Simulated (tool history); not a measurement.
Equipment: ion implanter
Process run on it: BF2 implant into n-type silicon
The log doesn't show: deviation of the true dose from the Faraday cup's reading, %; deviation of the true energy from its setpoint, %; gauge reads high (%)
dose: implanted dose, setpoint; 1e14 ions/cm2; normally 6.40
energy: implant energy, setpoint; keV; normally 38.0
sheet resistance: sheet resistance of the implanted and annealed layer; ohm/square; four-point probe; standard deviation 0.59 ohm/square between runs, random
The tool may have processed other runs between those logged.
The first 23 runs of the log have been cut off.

run,day,dose,energy,wafers since the last listed run,hours since the last dose calibration,hours since the extraction supply was calibrated,hours since the gauge calibration,"read-back reference wafer on the same gauge, sheet resistance",sheet resistance
24,64.850,7.18,43.0,1399,66.5,359.9,121.5,189.86,195.74
25,69.217,7.19,47.5,2666,171.3,464.7,226.3,189.82,190.91
26,73.117,6.40,34.5,2381,264.9,558.3,319.9,189.83,220.26
27,76.512,4.70,34.0,2073,346.4,639.8,401.4,189.89,279.61
28,78.658,7.31,38.0,1310,397.9,691.3,452.9,189.83,196.91
29,82.892,5.90,32.5,2585,499.5,792.9,554.5,190.24,236.04
30,85.783,5.77,25.5,1766,568.9,862.3,623.9,189.71,254.94
31,88.862,6.40,38.0,1880,642.8,936.2,697.8,190.02,214.79
32,91.242,5.77,34.0,1453,699.9,993.3,754.9,189.82,235.56
33,95.004,8.22,42.0,2297,790.2,1083.6,845.2,190.04,176.51
34,98.521,8.01,49.0,2147,874.6,1168.0,929.6,189.95,172.62
35,101.538,5.83,27.5,1842,947.0,1240.4,1002.0,189.99,245.43
36,104.075,6.40,38.0,1549,1007.9,1301.3,1062.9,189.91,213.57
37,107.292,5.69,29.5,1964,1085.1,1378.5,1140.1,190.13,244.79
38,109.562,6.40,38.0,1386,1139.6,1433.0,1194.6,190.10,212.99

3 ways to go on from here, each from the tool as it stands after run 38. What would each give?
A,109.579,5.09,38.0,10,1140.0,1433.4,1195.0,?,?
B,109.579,5.35,48.5,10,1140.0,1433.4,1195.0,?,?
C,109.579,4.82,38.0,10,1140.0,1433.4,1195.0,?,?

run,"read-back reference wafer on the same gauge, sheet resistance",sheet resistance
A,189.92,254.13
B,189.92,236.85
C,189.92,265.94
Without the tool's unlogged condition, the same runs would have read:
run,sheet resistance
A,260.97
B,243.41
C,273.25
